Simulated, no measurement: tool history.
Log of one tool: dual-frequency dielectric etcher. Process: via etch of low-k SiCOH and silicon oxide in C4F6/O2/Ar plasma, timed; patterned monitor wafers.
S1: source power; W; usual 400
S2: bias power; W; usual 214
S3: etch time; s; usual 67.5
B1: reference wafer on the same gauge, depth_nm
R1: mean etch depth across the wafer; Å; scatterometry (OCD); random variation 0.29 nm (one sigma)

| run | day | S1 | S2 | S3 | B1 | R1 |
|---|---|---|---|---|---|---|
| 1 | 0.000 | 400 | 214 | 67.5 | 156.0 | 1968 |
| 2 | 0.646 | 400 | 214 | 67.5 | 156.0 | 1975 |
| 3 | 1.142 | 400 | 214 | 67.5 | 156.0 | 1979 |
| 4 | 1.650 | 400 | 214 | 67.5 | 156.0 | 1980 |
| 5 | 1.925 | 400 | 214 | 67.5 | 156.0 | 1979 |
| 6 | 2.296 | 400 | 214 | 67.5 | 156.0 | 1977 |
| 7 | 2.733 | 400 | 214 | 67.5 | 156.0 | 1983 |
| 8 | 3.150 | 400 | 214 | 67.5 | 155.9 | 1983 |
| 9 | 3.483 | 400 | 214 | 67.5 | 156.0 | 1985 |
| 10 | 3.788 | 400 | 214 | 67.5 | 156.0 | 1983 |
| 11 | 5.221 | 430 | 214 | 67.5 | 156.0 | 2069 |
|  | 5.696 | source power generator calibrated |
| 12 | 5.717 | 430 | 214 | 67.5 | 156.0 | 2069 |
|  | 6.300 | bias power generator calibrated |
| 13 | 6.408 | 430 | 214 | 67.5 | 156.1 | 2073 |
|  | 8.317 | upper electrode replaced |
|  | 8.771 | wet clean of the chamber |
| 14 | 8.792 | 490 | 214 | 56.0 | 156.0 | 1806 |

The next listed run, before its measurement:
| 15 | 8.804 | 450 | 243 | 75.5 | ? | ? |

B1: 155.9
R1: 2454 Å
Without the tool's hidden state the same run would have given R1 2443 Å.
